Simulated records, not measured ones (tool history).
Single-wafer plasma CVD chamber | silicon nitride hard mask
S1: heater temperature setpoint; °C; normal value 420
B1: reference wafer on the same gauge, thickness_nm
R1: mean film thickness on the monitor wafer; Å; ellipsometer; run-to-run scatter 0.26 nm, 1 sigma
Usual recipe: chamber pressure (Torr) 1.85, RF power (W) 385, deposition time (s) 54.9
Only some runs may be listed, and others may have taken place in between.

{"run": 1, "hour": 0.0, "S1": 420, "chamber pressure (Torr)": 1.85, "RF power (W)": 385, "deposition time (s)": 54.9, "B1": 82.313, "R1": 758.58}
{"hour": 31.2, "done": "capacitance manometer re-zeroed and calibrated"}
{"run": 2, "hour": 31.7, "S1": 420, "chamber pressure (Torr)": 2.12, "RF power (W)": 385, "deposition time (s)": 54.9, "B1": 82.38, "R1": 761.75}
{"run": 3, "hour": 35.7, "S1": 420, "chamber pressure (Torr)": 1.85, "RF power (W)": 345, "deposition time (s)": 54.9, "B1": 82.283, "R1": 692.6}
{"run": 4, "hour": 67.3, "S1": 420, "chamber pressure (Torr)": 1.85, "RF power (W)": 345, "deposition time (s)": 54.9, "B1": 82.27, "R1": 688.85}
{"run": 5, "hour": 94.9, "S1": 420, "chamber pressure (Torr)": 1.85, "RF power (W)": 345, "deposition time (s)": 54.9, "B1": 82.348, "R1": 692.9}
{"run": 6, "hour": 121.3, "S1": 420, "chamber pressure (Torr)": 1.85, "RF power (W)": 420, "deposition time (s)": 54.9, "B1": 82.289, "R1": 782.01}
{"run": 7, "hour": 145.2, "S1": 420, "chamber pressure (Torr)": 1.44, "RF power (W)": 385, "deposition time (s)": 54.9, "B1": 82.257, "R1": 706.51}
{"run": 8, "hour": 158.6, "S1": 428, "chamber pressure (Torr)": 1.85, "RF power (W)": 385, "deposition time (s)": 54.9, "B1": 82.316, "R1": 741.28}
{"run": 9, "hour": 179.9, "S1": 420, "chamber pressure (Torr)": 1.85, "RF power (W)": 385, "deposition time (s)": 64.3, "B1": 82.395, "R1": 867.81}
{"run": 10, "hour": 213.4, "S1": 420, "chamber pressure (Torr)": 1.57, "RF power (W)": 315, "deposition time (s)": 59.9, "B1": 82.333, "R1": 688.89}
{"run": 11, "hour": 238.1, "S1": 431, "chamber pressure (Torr)": 2.07, "RF power (W)": 385, "deposition time (s)": 65, "B1": 82.336, "R1": 895.32}
{"run": 12, "hour": 265.0, "S1": 420, "chamber pressure (Torr)": 2.12, "RF power (W)": 410, "deposition time (s)": 54.9, "B1": 82.298, "R1": 792.1}
{"run": 13, "hour": 288.0, "S1": 420, "chamber pressure (Torr)": 1.85, "RF power (W)": 385, "deposition time (s)": 54.9, "B1": 82.335, "R1": 743.05}
{"run": 14, "hour": 313.6, "S1": 416, "chamber pressure (Torr)": 1.85, "RF power (W)": 385, "deposition time (s)": 47.2, "B1": 82.273, "R1": 643.43}
{"run": 15, "hour": 339.6, "S1": 420, "chamber pressure (Torr)": 1.85, "RF power (W)": 325, "deposition time (s)": 45.5, "B1": 82.329, "R1": 555.54}
{"run": 16, "hour": 369.7, "S1": 420, "chamber pressure (Torr)": 1.85, "RF power (W)": 385, "deposition time (s)": 54.9, "B1": 82.256, "R1": 743.88}
{"hour": 379.1, "done": "thermocouple changed; heater temperature recalibrated"}
{"run": 17, "hour": 386.5, "S1": 420, "chamber pressure (Torr)": 2.31, "RF power (W)": 385, "deposition time (s)": 54.9, "B1": 82.277, "R1": 775.71}
{"run": 18, "hour": 422.0, "S1": 420, "chamber pressure (Torr)": 1.85, "RF power (W)": 385, "deposition time (s)": 54.9, "B1": 82.305, "R1": 742.54}
{"hour": 467.7, "done": "RF generator calibrated"}
{"hour": 520.5, "done": "gauge calibrated"}
{"run": 19, "hour": 525.8, "S1": 420, "chamber pressure (Torr)": 2.24, "RF power (W)": 385, "deposition time (s)": 63.5, "B1": 82.311, "R1": 897.26}
{"run": 20, "hour": 556.1, "S1": 420, "chamber pressure (Torr)": 1.85, "RF power (W)": 385, "deposition time (s)": 45, "B1": 82.262, "R1": 612.24}
{"run": 21, "hour": 577.9, "S1": 409, "chamber pressure (Torr)": 1.44, "RF power (W)": 360, "deposition time (s)": 45.1, "B1": 82.287, "R1": 559.19}
{"run": 22, "hour": 609.0, "S1": 425, "chamber pressure (Torr)": 1.61, "RF power (W)": 385, "deposition time (s)": 47.6, "B1": 82.353, "R1": 623.83}
{"run": 23, "hour": 631.4, "S1": 420, "chamber pressure (Torr)": 1.85, "RF power (W)": 385, "deposition time (s)": 54.9, "B1": 82.266, "R1": 745.84}
{"run": 24, "hour": 657.5, "S1": 420, "chamber pressure (Torr)": 1.85, "RF power (W)": 385, "deposition time (s)": 54.9, "B1": 82.292, "R1": 747.61}
{"run": 25, "hour": 676.3, "S1": 432, "chamber pressure (Torr)": 1.54, "RF power (W)": 385, "deposition time (s)": 54.9, "B1": 82.303, "R1": 716.68}
{"run": 26, "hour": 694.2, "S1": 433, "chamber pressure (Torr)": 2.22, "RF power (W)": 360, "deposition time (s)": 58.9, "B1": 82.284, "R1": 792.03}
{"run": 27, "hour": 716.6, "S1": 431, "chamber pressure (Torr)": 1.85, "RF power (W)": 385, "deposition time (s)": 54.9, "B1": 82.319, "R1": 738.65}
{"run": 28, "hour": 743.1, "S1": 427, "chamber pressure (Torr)": 1.85, "RF power (W)": 385, "deposition time (s)": 54.9, "B1": 82.33, "R1": 741.98}

What does the tool deliver on the next run?
{"run": 29, "hour": 774.0, "S1": 426, "chamber pressure (Torr)": 1.85, "RF power (W)": 385, "deposition time (s)": 54.9, "B1": "?", "R1": "?"}

{"run 29": {"B1": 82.361, "R1": 740.76}}
Minus the tool's unlogged condition, the same run would have read R1 736.09 Å.

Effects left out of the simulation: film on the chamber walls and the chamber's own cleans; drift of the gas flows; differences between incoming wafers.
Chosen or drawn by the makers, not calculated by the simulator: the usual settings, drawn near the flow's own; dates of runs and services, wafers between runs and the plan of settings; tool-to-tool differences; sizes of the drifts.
